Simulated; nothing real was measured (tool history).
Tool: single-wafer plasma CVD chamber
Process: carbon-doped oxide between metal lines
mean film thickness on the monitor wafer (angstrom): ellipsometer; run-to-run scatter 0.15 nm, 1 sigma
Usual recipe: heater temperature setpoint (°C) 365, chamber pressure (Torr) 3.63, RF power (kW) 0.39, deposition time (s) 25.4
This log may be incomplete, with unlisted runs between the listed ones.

run,hour,heater temperature setpoint (°C),chamber pressure (Torr),RF power (kW),deposition time (s),"read-back reference wafer on the same gauge, thickness_nm",mean film thickness on the monitor wafer (angstrom)
1,0,365,3.63,0.39,25.4,83.309,929.58
2,27.7,365,3.63,0.39,25.4,83.261,927.94
3,60.8,365,3.63,0.39,25.4,83.263,926.09
4,81.9,365,3.63,0.39,25.4,83.293,924.87
5,107.6,365,3.63,0.39,25.4,83.297,924.94
6,123.7,365,3.63,0.39,25.4,83.315,924.45
7,149.5,365,3.63,0.39,25.4,83.255,923.19
# hour 167.9: capacitance manometer re-zeroed and calibrated
8,175.8,365,3.63,0.39,25.4,83.317,921.13
9,209.1,365,3.63,0.39,25.4,83.263,921.4
10,238.9,365,3.63,0.39,25.4,83.261,922.9
11,266.7,365,3.63,0.39,25.4,83.289,921.23
# hour 292.5: gauge calibrated
12,300.8,359,3.63,0.325,25.4,83.289,796.34
# hour 309: showerhead replaced
# hour 314.8: RF generator calibrated
13,322,358,4.19,0.32,25.4,83.269,850.89
# hour 330: thermocouple changed; heater temperature recalibrated
14,334.5,357,3.87,0.44,27.4,83.348,1182.34
15,356.1,372,3.63,0.415,25.4,83.283,1011.24
16,388.5,365,3.63,0.39,25.4,83.293,976.13
17,409,365,2.89,0.39,25.4,83.329,956.65
18,428,365,3.28,0.465,25.4,83.268,1104.89
19,446.6,360,3.94,0.415,25.4,83.32,1037.92
20,477.3,365,3.63,0.39,25.4,83.231,973.03
21,506.4,365,3.63,0.39,25.4,83.256,969.48
22,518.8,359,2.75,0.39,21.3,83.331,810.5
23,542.7,355,3.63,0.39,25.4,83.326,991.14

3 ways to go on from here, each from the tool as it stands after run 23. What would each give?
A,543.1,365,3.63,0.39,25.4,?,?
B,543.1,360,3.63,0.39,25.4,?,?
C,543.1,365,4.11,0.39,25.4,?,?

run,"read-back reference wafer on the same gauge, thickness_nm",mean film thickness on the monitor wafer (angstrom)
A,83.3,969.64
B,83.3,980.15
C,83.3,980.5
With the hidden condition removed and each run's random variation left untouched, the same runs would have given:
run,mean film thickness on the monitor wafer (angstrom)
A,980.26
B,990.88
C,991.24
